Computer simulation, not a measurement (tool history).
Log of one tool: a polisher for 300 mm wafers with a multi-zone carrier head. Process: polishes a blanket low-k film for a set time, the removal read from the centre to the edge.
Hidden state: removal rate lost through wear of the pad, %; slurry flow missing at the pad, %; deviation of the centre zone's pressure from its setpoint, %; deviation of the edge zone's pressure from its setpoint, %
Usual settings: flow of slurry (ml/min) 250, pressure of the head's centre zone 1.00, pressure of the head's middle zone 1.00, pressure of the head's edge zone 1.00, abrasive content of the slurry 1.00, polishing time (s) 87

run   hour  flow of slurry (ml/min)  pressure of the head's centre zone  pressure of the head's middle zone  pressure of the head's edge zone  abrasive content of the slurry  polishing time (s)  wafers since the last listed run  wafers polished on this pad  hours since the slurry nozzle was cleaned  hours since the centre zone pressure was calibrated  hours since the edge zone pressure was calibrated  hours since the carrier head's membrane was replaced  incoming thickness of the incoming film, nm  film removed at the wafer's centre (nm)  film removed at mid-radius (nm)  film removed at the wafer's edge (nm)
  1    0.0                      250                                1.00                                1.00                              1.00                            1.00                  87                                 0                          816                                      851.1                                                622.6                                              300.4                                                 426.0                                        354.1                                     13.6                             14.7                                   14.4
  2    7.7                      250                                1.00                                1.00                              1.00                            1.00                  87                                53                          869                                      858.8                                                630.3                                              308.1                                                 433.7                                        348.1                                     13.7                             14.6                                   14.4
  3   18.4                      250                                1.00                                1.00                              1.00                            1.00                  87                                73                          943                                      869.5                                                641.0                                              318.8                                                 444.4                                        347.4                                     13.5                             14.6                                   14.3
  4   26.7                      205                                1.00                                1.00                              1.00                            1.00                  87                                57                         1000                                      877.8                                                649.3                                              327.1                                                 452.7                                        352.5                                     13.3                             14.4                                   14.2
  5   43.2                      205                                1.00                                1.00                              1.00                            1.00                  87                               113                         1114                                      894.3                                                665.8                                              343.6                                                 469.2                                        355.8                                     13.2                             14.5                                   14.5
  6   56.6                      205                                1.00                                1.00                              1.00                            1.00                  87                                92                         1206                                      907.7                                                679.2                                              357.0                                                 482.6                                        348.3                                     12.9                             14.5                                   14.1
      72.8  -- worn pad replaced by a new one
  7   73.3                      250                                1.00                                1.00                              1.00                            1.00                  87                                87                            3                                      924.4                                                695.9                                              373.7                                                 499.3                                        350.2                                     14.0                             15.5                                   15.1
      75.4  -- slurry nozzle cleaned
  8   82.7                      250                                1.00                                1.00                              1.00                            1.00                  87                                57                           61                                        7.3                                                705.3                                              383.1                                                 508.7                                        347.9                                     13.8                             15.2                                   15.3
  9   98.1                      250                                1.00                                1.00                              1.00                            1.00                  87                               106                          167                                       22.7                                                720.7                                              398.5                                                 524.1                                        351.7                                     13.7                             15.1                                   14.9
 10  113.0                      250                                1.00                                0.95                              1.09                            0.70                  87                               102                          270                                       37.6                                                735.6                                              413.4                                                 539.0                                        343.6                                     11.9                             12.8                                   13.4
 11  127.8                      250                                1.00                                1.00                              1.05                            0.90                  71                               101                          372                                       52.4                                                750.4                                              428.2                                                 553.8                                        348.8                                     10.6                             11.9                                   12.1
     140.3  -- edge zone pressure recalibrated
     142.2  -- carrier head's membrane replaced by a new one
     146.1  -- centre zone pressure recalibrated
 12  146.6                      250                                1.00                                1.10                              1.11                            1.20                  58                                88                          460                                       71.2                                                  0.5                                                6.3                                                   4.4                                        348.4                                     10.7                             11.5                                   11.2
 13  151.2                      250                                0.92                                0.96                              1.05                            0.85                  87                                31                          492                                       75.8                                                  5.1                                               10.9                                                   9.0                                        350.8                                     13.1                             14.0                                   13.7
 14  160.3                      250                                1.00                                1.00                              1.00                            1.20                  70                                62                          554                                       84.9                                                 14.2                                               20.0                                                  18.1                                        343.5                                     13.1                             12.7                                   12.2
 15  177.3                      250                                1.00                                1.00                              1.00                            1.00                  87                               117                          671                                      101.9                                                 31.2                                               37.0                                                  35.1                                        356.4                                     14.9                             15.1                                   14.3
 16  186.5                      250                                1.00                                1.00                              1.05                            0.90                  71                                63                          735                                      111.1                                                 40.4                                               46.2                                                  44.3                                        343.7                                     11.7                             11.8                                   11.6

For each entry between runs, how does the tool's hidden state at the last listed run before it compare with that at the first listed run after it?
In the gap between runs 6 and 7: worn pad replaced by a new one (hour 72.8)
  removal rate lost through wear of the pad, %: 6.25 -> 0.335; deviation of the centre zone's pressure from its setpoint, %: -10.1 -> -10.5
  difference, measured minus the result without the unlogged condition, film removed at the wafer's centre (nm): -2.5 -> -1.7; film removed at mid-radius (nm): -0.9 -> -0.1; film removed at the wafer's edge (nm): -0.9 -> -0.1
In the gap between runs 7 and 8: slurry nozzle cleaned (hour 75.4)
  removal rate lost through wear of the pad, %: 0.335 -> 0.654; deviation of the centre zone's pressure from its setpoint, %: -10.5 -> -10.8
  difference, measured minus the result without the unlogged condition, film removed at the wafer's centre (nm): -1.7 -> -1.8; film removed at mid-radius (nm): -0.1 -> -0.1; film removed at the wafer's edge (nm): -0.1 -> -0.1
In the gap between runs 11 and 12: edge zone pressure recalibrated (hour 140.3); carrier head's membrane replaced by a new one (hour 142.2); centre zone pressure recalibrated (hour 146.1)
  removal rate lost through wear of the pad, %: 2.18 -> 2.82; deviation of the centre zone's pressure from its setpoint, %: -12 -> -0.0595
  difference, measured minus the result without the unlogged condition, film removed at the wafer's centre (nm): -1.8 -> -0.3; film removed at mid-radius (nm): -0.3 -> -0.3; film removed at the wafer's edge (nm): -0.3 -> -0.3
